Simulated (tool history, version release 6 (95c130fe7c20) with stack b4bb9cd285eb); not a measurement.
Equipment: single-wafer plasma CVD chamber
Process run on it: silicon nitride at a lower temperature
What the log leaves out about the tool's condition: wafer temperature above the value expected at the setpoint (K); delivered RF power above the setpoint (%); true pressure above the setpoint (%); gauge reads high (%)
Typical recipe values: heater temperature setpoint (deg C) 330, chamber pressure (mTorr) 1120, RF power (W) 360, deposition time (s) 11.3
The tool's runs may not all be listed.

| run | hour | heater temperature setpoint (deg C) | chamber pressure (mTorr) | RF power (W) | deposition time (s) | wafers since the last listed run | hours since the last thermocouple change | hours since the last RF generator calibration | hours since the last manometer calibration | hours since the showerhead was replaced | hours since the gauge calibration | read-back reference wafer on the same gauge, thickness_nm | mean film thickness on the monitor wafer (Å) |
|---|---|---|---|---|---|---|---|---|---|---|---|---|---|
| 1 | 0.0 | 330 | 1120 | 305 | 11.3 | 0 | 1504.3 | 999.0 | 29.3 | 6448.1 | 6.0 | 11.099 | 114.23 |
| 2 | 9.3 | 330 | 1120 | 360 | 11.3 | 333 | 1513.6 | 1008.3 | 38.6 | 6457.4 | 15.3 | 11.095 | 125.34 |
| 3 | 21.1 | 330 | 1120 | 360 | 11.3 | 422 | 1525.4 | 1020.1 | 50.4 | 6469.2 | 27.1 | 11.101 | 125.17 |
| 4 | 27.7 | 330 | 1120 | 360 | 11.3 | 236 | 1532.0 | 1026.7 | 57.0 | 6475.8 | 33.7 | 11.094 | 125.51 |
| 5 | 45.5 | 330 | 1120 | 360 | 11.3 | 637 | 1549.8 | 1044.5 | 74.8 | 6493.6 | 51.5 | 11.093 | 124.87 |
| 6 | 53.4 | 336 | 1220 | 360 | 11.3 | 282 | 1557.7 | 1052.4 | 82.7 | 6501.5 | 59.4 | 11.096 | 128.36 |
| 7 | 60.3 | 337 | 1120 | 395 | 11.3 | 247 | 1564.6 | 1059.3 | 89.6 | 6508.4 | 66.3 | 11.099 | 131.24 |
|  | 89.9 | RF generator calibrated |
|  | 97.1 | thermocouple changed; heater temperature recalibrated |
| 8 | 102.6 | 330 | 1000 | 360 | 11.3 | 969 | 5.5 | 12.7 | 131.9 | 6550.7 | 108.6 | 11.097 | 120.81 |
| 9 | 109.0 | 330 | 880 | 425 | 11.3 | 229 | 11.9 | 19.1 | 138.3 | 6557.1 | 115.0 | 11.101 | 125.80 |
| 10 | 115.2 | 330 | 1120 | 360 | 11.3 | 222 | 18.1 | 25.3 | 144.5 | 6563.3 | 121.2 | 11.097 | 125.02 |
| 11 | 132.7 | 318 | 1120 | 395 | 10.4 | 626 | 35.6 | 42.8 | 162.0 | 6580.8 | 138.7 | 11.100 | 121.44 |
| 12 | 140.6 | 334 | 1350 | 290 | 9.8 | 282 | 43.5 | 50.7 | 169.9 | 6588.7 | 146.6 | 11.100 | 101.94 |
| 13 | 150.4 | 330 | 1020 | 410 | 10.0 | 351 | 53.3 | 60.5 | 179.7 | 6598.5 | 156.4 | 11.108 | 114.77 |
| 14 | 156.8 | 330 | 1120 | 320 | 11.3 | 229 | 59.7 | 66.9 | 186.1 | 6604.9 | 162.8 | 11.100 | 117.47 |
| 15 | 170.9 | 319 | 1290 | 405 | 11.9 | 505 | 73.8 | 81.0 | 200.2 | 6619.0 | 176.9 | 11.096 | 147.62 |
| 16 | 195.2 | 341 | 1120 | 340 | 10.7 | 870 | 98.1 | 105.3 | 224.5 | 6643.3 | 201.2 | 11.096 | 114.37 |
| 17 | 209.8 | 330 | 1210 | 360 | 9.8 | 522 | 112.7 | 119.9 | 239.1 | 6657.9 | 215.8 | 11.101 | 111.08 |
|  | 219.6 | showerhead replaced |
| 18 | 225.1 | 316 | 1120 | 360 | 11.9 | 261 | 128.0 | 135.2 | 254.4 | 5.5 | 231.1 | 11.098 | 132.14 |
| 19 | 240.6 | 330 | 1120 | 360 | 11.3 | 555 | 143.5 | 150.7 | 269.9 | 21.0 | 246.6 | 11.101 | 125.74 |
| 20 | 254.8 | 330 | 1120 | 360 | 11.3 | 508 | 157.7 | 164.9 | 284.1 | 35.2 | 260.8 | 11.090 | 124.97 |
| 21 | 272.2 | 338 | 1120 | 360 | 11.3 | 623 | 175.1 | 182.3 | 301.5 | 52.6 | 278.2 | 11.101 | 124.08 |
| 22 | 287.5 | 330 | 1120 | 380 | 11.3 | 547 | 190.4 | 197.6 | 316.8 | 67.9 | 293.5 | 11.103 | 128.66 |
| 23 | 302.9 | 330 | 1120 | 360 | 11.3 | 551 | 205.8 | 213.0 | 332.2 | 83.3 | 308.9 | 11.097 | 125.30 |
| 24 | 317.1 | 330 | 920 | 380 | 12.5 | 508 | 220.0 | 227.2 | 346.4 | 97.5 | 323.1 | 11.097 | 133.79 |
| 25 | 331.1 | 325 | 920 | 420 | 10.7 | 501 | 234.0 | 241.2 | 360.4 | 111.5 | 337.1 | 11.102 | 119.76 |

The next listed run, before its measurement:
| 26 | 344.4 | 330 | 1120 | 305 | 11.3 | 476 | 247.3 | 254.5 | 373.7 | 124.8 | 350.4 | ? | ? |

read-back reference wafer on the same gauge, thickness_nm: 11.105
mean film thickness on the monitor wafer (Å): 114.04
Without the tool's hidden state the same run would have given mean film thickness on the monitor wafer (Å) 114.04.

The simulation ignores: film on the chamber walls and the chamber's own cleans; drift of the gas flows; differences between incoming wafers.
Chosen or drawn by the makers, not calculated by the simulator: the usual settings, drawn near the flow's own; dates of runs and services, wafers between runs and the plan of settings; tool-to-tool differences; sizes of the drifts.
